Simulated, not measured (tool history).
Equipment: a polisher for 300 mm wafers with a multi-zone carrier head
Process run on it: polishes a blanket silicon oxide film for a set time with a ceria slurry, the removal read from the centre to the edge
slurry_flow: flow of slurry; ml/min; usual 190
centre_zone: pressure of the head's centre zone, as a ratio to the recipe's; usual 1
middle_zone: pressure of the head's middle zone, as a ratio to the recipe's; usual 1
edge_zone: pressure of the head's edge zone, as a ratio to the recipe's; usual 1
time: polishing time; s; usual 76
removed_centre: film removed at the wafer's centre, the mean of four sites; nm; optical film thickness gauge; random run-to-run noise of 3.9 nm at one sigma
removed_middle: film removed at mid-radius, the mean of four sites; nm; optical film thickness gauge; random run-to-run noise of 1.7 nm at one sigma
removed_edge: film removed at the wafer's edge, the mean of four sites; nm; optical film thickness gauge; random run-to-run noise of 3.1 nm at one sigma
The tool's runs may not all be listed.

run,day,slurry_flow,centre_zone,middle_zone,edge_zone,time,wafers since the last listed run,wafers polished on this pad,hours since the slurry nozzle was cleaned,hours since the centre zone pressure was calibrated,hours since the edge zone pressure was calibrated,hours since the carrier head's membrane was replaced,"incoming thickness of the incoming film, nm",removed_centre,removed_middle,removed_edge
1,0,190,1,1,1,76,0,801,410.2,161.5,371.5,1381.9,1546.7,255.4,242.1,246.7
2,2.758,190,1,1,1,76,449,1250,476.4,227.7,437.7,1448.1,1517.8,239.5,241.8,245.9
3,4.312,210,1,1,1,76,253,1503,513.7,265,475,1485.4,1539.6,250.5,242,245.9
4,6.154,190,1,1,1,76,299,1802,557.9,309.2,519.2,1529.6,1538.1,236.4,228.2,236.5
# day 6.588: edge zone pressure recalibrated
5,8.683,190,1,1.12,0.89,88,398,2201,618.6,369.9,50.3,1590.3,1560,261.3,268.7,257.5
# day 9.092: slurry nozzle cleaned
6,12.525,190,0.92,1,1,76,618,2819,82.4,462.1,142.5,1682.5,1513.6,244.7,252.4,253.7
# day 15.121: carrier head's membrane replaced by a new one
7,16.029,190,1,1.06,0.91,53,536,3356,166.5,546.2,226.6,21.8,1521.6,185.5,180.6,170.7
# day 17.117: centre zone pressure recalibrated
8,19.071,190,1,1,1,76,481,3838,239.5,46.9,299.6,94.8,1524.1,260.8,253,257.9
# day 22.471: worn pad replaced by a new one
9,23.383,190,1,1,1,76,674,148,343,150.4,403.1,198.3,1541.4,260.7,244.2,254.1
10,25.783,190,1,1,1,76,390,539,400.6,208,460.7,255.9,1532.2,260,247.7,249.5
11,27.462,190,1.09,1,1,76,273,812,440.9,248.3,501,296.2,1545.7,267.1,239.5,247.4
# day 28.838: edge zone pressure recalibrated
12,29.821,230,1,1,1,76,370,1183,497.5,304.9,23.6,352.8,1508.1,259.4,245.8,251.8
13,32.262,190,1,1,1,76,397,1580,556.1,363.5,82.2,411.4,1511.1,242.3,229.1,238.9
# day 33.712: slurry nozzle cleaned
14,34.946,190,1,1,1,76,430,2010,29.6,427.9,146.6,475.8,1519.9,268.8,253.4,253.5
15,37.75,220,1,0.92,1,76,456,2467,96.9,495.2,213.9,543.1,1510.7,272.4,248.2,267.6
# day 38.642: centre zone pressure recalibrated
16,42.233,190,1,1,1.08,52,716,3183,204.5,86.2,321.5,650.7,1515.4,180,174.5,181.8
17,43.967,230,1.1,1.1,1,76,282,3465,246.1,127.8,363.1,692.3,1530.5,285.2,271.8,263.4
# day 45.817: worn pad replaced by a new one
18,48.05,190,1,0.96,1,76,637,363,344.1,225.8,461.1,790.3,1564.1,258.9,243.6,250
19,49.612,190,1,1,0.9,76,254,618,381.6,263.3,498.6,827.8,1539.4,252.3,245.7,239.7
20,52.925,190,1.07,1,1,76,539,1157,461.1,342.8,578.1,907.3,1527.6,266.6,239.7,246.9
# day 55.346: edge zone pressure recalibrated
21,57.162,210,1,1,1.11,87,676,1833,562.8,444.5,43.6,1009,1524.5,273.3,266.2,296.1
# day 59.875: slurry nozzle cleaned
# day 59.929: centre zone pressure recalibrated
22,60.421,190,1,0.94,1.08,76,515,2349,13.1,11.8,121.8,1087.2,1533.6,269.2,247.9,257.3

Some steps in removed_centre, run to run, broken into two amounts with sign: the step expected even without the hidden condition (settings, incoming material, random variation), and the rest, left for the hidden condition together with whatever gauge scatter is not in both the measured and the hidden-condition-free result:
Hidden state at play: removal rate lost through wear of the pad, %; slurry flow missing at the pad, %; deviation of the centre zone's pressure from its setpoint, %; deviation of the edge zone's pressure from its setpoint, %.
Run 5 -> 6: centre_zone 1 -> 0.92, middle_zone 1.12 -> 1, edge_zone 0.89 -> 1, time 88 -> 76, slurry nozzle cleaned. removed_centre -16.6 nm: hidden state +47.4, all else -64.
Run 15 -> 16: slurry_flow 220 -> 190, middle_zone 0.92 -> 1, edge_zone 1 -> 1.08, time 76 -> 52, centre zone pressure recalibrated. removed_centre -92.4 nm: hidden state -1.2, all else -91.2.
Run 16 -> 17: slurry_flow 190 -> 230, centre_zone 1 -> 1.1, middle_zone 1 -> 1.1, edge_zone 1.08 -> 1, time 52 -> 76. removed_centre +105.2 nm: hidden state -1.7, all else +106.9.
Run 21 -> 22: slurry_flow 210 -> 190, middle_zone 1 -> 0.94, edge_zone 1.11 -> 1.08, time 87 -> 76, slurry nozzle cleaned, centre zone pressure recalibrated. removed_centre -4.1 nm: hidden state +30.6, all else -34.7.
